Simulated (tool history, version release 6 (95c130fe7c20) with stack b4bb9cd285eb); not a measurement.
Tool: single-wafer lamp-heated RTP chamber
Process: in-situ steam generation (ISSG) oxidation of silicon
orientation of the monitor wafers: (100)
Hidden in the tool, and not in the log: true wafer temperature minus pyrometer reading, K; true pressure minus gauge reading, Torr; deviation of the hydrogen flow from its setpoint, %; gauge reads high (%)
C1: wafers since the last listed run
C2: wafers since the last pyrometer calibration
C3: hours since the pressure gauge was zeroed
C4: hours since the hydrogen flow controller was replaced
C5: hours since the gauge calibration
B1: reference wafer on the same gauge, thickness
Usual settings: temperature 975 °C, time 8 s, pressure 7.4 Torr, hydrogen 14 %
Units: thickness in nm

Run 1, hour 0: usual settings but pressure 8 Torr; C1 0; C2 3074; C3 4946.1; C4 2211.6; C5 52; B1 2.419. Result: thickness 3.017 nm.
Run 2, hour 14.6: usual settings; C1 99; C2 3173; C3 4960.7; C4 2226.2; C5 66.6; B1 2.42. Result: thickness 3.008 nm.
Run 3, hour 42: usual settings; C1 186; C2 3359; C3 4988.1; C4 2253.6; C5 94; B1 2.416. Result: thickness 2.999 nm.
Run 4, hour 74.5: usual settings; C1 220; C2 3580; C3 5020.6; C4 2286.1; C5 126.5; B1 2.419. Result: thickness 3.001 nm.
Run 5, hour 92.6: usual settings; C1 122; C2 3703; C3 5038.7; C4 2304.2; C5 144.6; B1 2.419. Result: thickness 3.041 nm.
Run 6, hour 127: usual settings; C1 233; C2 3936; C3 5073.1; C4 2338.6; C5 179; B1 2.422. Result: thickness 3.029 nm.
Run 7, hour 145.8: usual settings; C1 127; C2 4064; C3 5091.9; C4 2357.4; C5 197.8; B1 2.424. Result: thickness 3.018 nm.
Run 8, hour 167.5: usual settings but temperature 986 °C, time 7 s; C1 147; C2 4211; C3 5113.6; C4 2379.1; C5 219.5; B1 2.418. Result: thickness 2.939 nm.
At hour 191.2: pressure gauge zeroed.
Run 9, hour 196.9: usual settings but temperature 986 °C, time 7 s; C1 145; C2 4357; C3 5.7; C4 2408.5; C5 248.9; B1 2.421. Result: thickness 2.939 nm.
Run 10, hour 225: usual settings but time 6 s; C1 190; C2 4547; C3 33.8; C4 2436.6; C5 277; B1 2.42. Result: thickness 2.702 nm.
Run 11, hour 253.2: usual settings but time 6 s; C1 191; C2 4739; C3 62; C4 2464.8; C5 305.2; B1 2.414. Result: thickness 2.704 nm.
Run 12, hour 286.6: usual settings but hydrogen 11 %; C1 226; C2 4966; C3 95.4; C4 2498.2; C5 338.6; B1 2.422. Result: thickness 2.866 nm.
At hour 314.4: pyrometer window cleaned and pyrometer calibrated.
Run 13, hour 335.9: usual settings; C1 280; C2 145; C3 144.7; C4 2547.5; C5 387.9; B1 2.42. Result: thickness 2.97 nm.
At hour 405.6: gauge calibrated.
Run 14, hour 412.7: usual settings but pressure 8 Torr, hydrogen 11 %; C1 521; C2 667; C3 221.5; C4 2624.3; C5 7.1; B1 2.42. Result: thickness 2.819 nm.
At hour 448.2: hydrogen flow controller replaced.
Run 15, hour 448.7: usual settings but time 9 s; C1 190; C2 857; C3 257.5; C4 0.5; C5 43.1; B1 2.423. Result: thickness 3.121 nm.
Run 16, hour 482.1: usual settings but temperature 993 °C, hydrogen 17 %; C1 226; C2 1084; C3 290.9; C4 33.9; C5 76.5; B1 2.42. Result: thickness 3.294 nm.
Run 17, hour 501.7: usual settings but hydrogen 23 %; C1 133; C2 1217; C3 310.5; C4 53.5; C5 96.1; B1 2.421. Result: thickness 3.373 nm.
Run 18, hour 537.6: usual settings but time 10 s, pressure 8.8 Torr; C1 243; C2 1461; C3 346.4; C4 89.4; C5 132; B1 2.422. Result: thickness 3.263 nm.
Run 19, hour 556.5: usual settings; C1 128; C2 1589; C3 365.3; C4 108.3; C5 150.9; B1 2.421. Result: thickness 2.997 nm.
Run 20, hour 581.2: usual settings but temperature 993 °C; C1 167; C2 1757; C3 390; C4 133; C5 175.6; B1 2.418. Result: thickness 3.119 nm.
Run 21, hour 614.5: usual settings but temperature 966 °C, time 5 s, pressure 8.6 Torr; C1 226; C2 1983; C3 423.3; C4 166.3; C5 208.9; B1 2.417. Result: thickness 2.433 nm.
Run 22, hour 629: usual settings but temperature 982 °C, pressure 8.8 Torr; C1 98; C2 2081; C3 437.8; C4 180.8; C5 223.4; B1 2.42. Result: thickness 3.043 nm.

How the hidden state differs across the entries between the runs, from the last listed run before each to the first after it:
Between runs 8 and 9: pressure gauge zeroed (hour 191.2)
  true wafer temperature minus pyrometer reading, K: 9.4 -> 9.8
  measured less the result without the state, thickness: +0.07 -> +0.073 nm
Between runs 12 and 13: pyrometer window cleaned and pyrometer calibrated (hour 314.4)
  true wafer temperature minus pyrometer reading, K: 11 -> 1.31
  measured less the result without the state, thickness: +0.077 -> +0.009 nm
Between runs 13 and 14: gauge calibrated (hour 405.6)
  true wafer temperature minus pyrometer reading, K: 1.31 -> 2.34
  measured less the result without the state, thickness: +0.009 -> +0.015 nm
Between runs 14 and 15: hydrogen flow controller replaced (hour 448.2)
  true wafer temperature minus pyrometer reading, K: 2.34 -> 2.82
  measured less the result without the state, thickness: +0.015 -> +0.022 nm
